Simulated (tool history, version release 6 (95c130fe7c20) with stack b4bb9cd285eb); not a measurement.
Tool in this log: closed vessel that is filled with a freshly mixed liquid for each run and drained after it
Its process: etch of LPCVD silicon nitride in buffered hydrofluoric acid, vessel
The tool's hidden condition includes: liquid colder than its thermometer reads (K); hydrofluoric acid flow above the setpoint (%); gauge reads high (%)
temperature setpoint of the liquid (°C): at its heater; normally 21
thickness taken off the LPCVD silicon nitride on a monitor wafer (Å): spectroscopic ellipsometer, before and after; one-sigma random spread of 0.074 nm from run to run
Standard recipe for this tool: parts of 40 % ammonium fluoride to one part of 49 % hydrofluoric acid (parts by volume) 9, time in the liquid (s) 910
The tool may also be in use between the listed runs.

run    hour  temperature setpoint of the liquid (°C)  parts of 40 % ammonium fluoride to one part of 49 % hydrofluoric acid (parts by volume)  time in the liquid (s)  wafers since the last listed run  hours since the thermometer was replaced  hours since the hydrofluoric acid flow meter was replaced  hours since the gauge calibration  read-back film thickness of the LPCVD silicon nitride reference wafer, read on the same gauge (nm)  thickness taken off the LPCVD silicon nitride on a monitor wafer (Å)
  1       0                                       21                                                                                        9                     910                                 0                                     214.4                                                        802                              651.5                                                                                               39.97                                                                 132.7
  2    61.8                                       21                                                                                        9                     910                              2280                                     276.2                                                      863.8                              713.3                                                                                               40.05                                                                 133.2
  3   103.4                                       21                                                                                        9                     910                              1535                                     317.8                                                      905.4                              754.9                                                                                               39.99                                                                 133.8
  4     178                                       21                                                                                        9                     910                              2753                                     392.4                                                        980                              829.5                                                                                               39.98                                                                 134.8
  5   254.1                                       21                                                                                        9                     910                              2808                                     468.5                                                     1056.1                              905.6                                                                                                  40                                                                 134.6
  6   355.4                                       21                                                                                        9                     910                              3738                                     569.8                                                     1157.4                             1006.9                                                                                                  40                                                                   134
  7   436.5                                       21                                                                                        9                     910                              2993                                     650.9                                                     1238.5                               1088                                                                                               39.99                                                                 134.9
  8   500.2                                       21                                                                                        9                     910                              2350                                     714.6                                                     1302.2                             1151.7                                                                                               40.02                                                                 135.4
  9   561.3                                       21                                                                                        9                     910                              2254                                     775.7                                                     1363.3                             1212.8                                                                                               39.97                                                                 135.2
 10   653.3                                     19.5                                                                                        8                     910                              3395                                     867.7                                                     1455.3                             1304.8                                                                                                  40                                                                 143.1
 11   752.7                                     19.5                                                                                        8                     910                              3668                                     967.1                                                     1554.7                             1404.2                                                                                               40.01                                                                 143.5
 12     828                                     19.5                                                                                        8                     910                              2778                                    1042.4                                                       1630                             1479.5                                                                                               39.98                                                                 143.3
 13     874                                     18.5                                                                                        9                     910                              1697                                    1088.4                                                       1676                             1525.5                                                                                               40.01                                                                 119.4
 14   932.9                                     18.5                                                                                        9                     910                              2173                                    1147.3                                                     1734.9                             1584.4                                                                                               39.99                                                                 119.5
 15  1021.6                                       21                                                                                        9                     910                              3273                                      1236                                                     1823.6                             1673.1                                                                                               39.98                                                                 140.3
 16  1084.4                                       25                                                                                        9                     740                              2317                                    1298.8                                                     1886.4                             1735.9                                                                                               39.97                                                                 140.9
 17  1126.3                                       23                                                                                        9                     515                              1546                                    1340.7                                                     1928.3                             1777.8                                                                                               40.01                                                                  87.4
       1209  -- gauge calibrated
 18    1224                                       21                                                                                        9                     740                              3605                                    1438.4                                                       2026                                 15                                                                                               39.97                                                                 113.1
     1267.9  -- hydrofluoric acid flow meter replaced
 19    1297                                       21                                                                                        9                     910                              2657                                    1511.4                                                       29.1                                 88                                                                                               40.01                                                                 126.9
 20  1399.1                                       19                                                                                        9                     510                              3768                                    1613.5                                                      131.2                              190.1                                                                                               39.99                                                                  64.9
     1448.4  -- thermometer replaced
 21  1505.8                                     17.5                                                                                        9                     465                              3900                                      57.4                                                      237.9                              296.8                                                                                                  40                                                                  53.5
 22  1598.6                                     19.5                                                                                        8                    1105                              3424                                     150.2                                                      330.7                              389.6                                                                                               40.02                                                                 162.7
 23  1670.7                                       21                                                                                        9                     500                              2660                                     222.3                                                      402.8                              461.7                                                                                                  40                                                                  71.3
 24  1713.5                                       24                                                                                        9                    1150                              1579                                     265.1                                                      445.6                              504.5                                                                                                  40                                                                 194.4
 25  1752.6                                     19.5                                                                                        9                     635                              1442                                     304.2                                                      484.7                              543.6                                                                                               39.98                                                                  83.4
 26  1828.8                                       21                                                                                        9                     910                              2812                                     380.4                                                      560.9                              619.8                                                                                               40.02                                                                 131.3
 27  1893.2                                     25.5                                                                                       10                     910                              2376                                     444.8                                                      625.3                              684.2                                                                                               39.99                                                                 154.3
 28  1964.1                                       21                                                                                        9                     910                              2616                                     515.7                                                      696.2                              755.1                                                                                               40.02                                                                 130.8
 29    2052                                       24                                                                                       10                    1260                              3243                                     603.6                                                      784.1                                843                                                                                               39.98                                                                 197.7
 30  2107.8                                       21                                                                                        9                    1125                              2059                                     659.4                                                      839.9                              898.8                                                                                               39.99                                                                 163.2

Hidden state at the last listed run before each entry between runs and at the first one after, where it differs:
Between runs 17 and 18: gauge calibrated (hour 1209)
  hydrofluoric acid flow above the setpoint (%): 8.31 -> 8.65
  what was measured, less what the result would be without the hidden state, thickness taken off the LPCVD silicon nitride on a monitor wafer (Å): +7.2 -> +9.8
Between runs 18 and 19: hydrofluoric acid flow meter replaced (hour 1267.9)
  hydrofluoric acid flow above the setpoint (%): 8.65 -> 0.126
  what was measured, less what the result would be without the hidden state, thickness taken off the LPCVD silicon nitride on a monitor wafer (Å): +9.8 -> +0.2
Between runs 20 and 21: thermometer replaced (hour 1448.4)
  hydrofluoric acid flow above the setpoint (%): 0.485 -> 0.86
  what was measured, less what the result would be without the hidden state, thickness taken off the LPCVD silicon nitride on a monitor wafer (Å): +0.3 -> +0.5
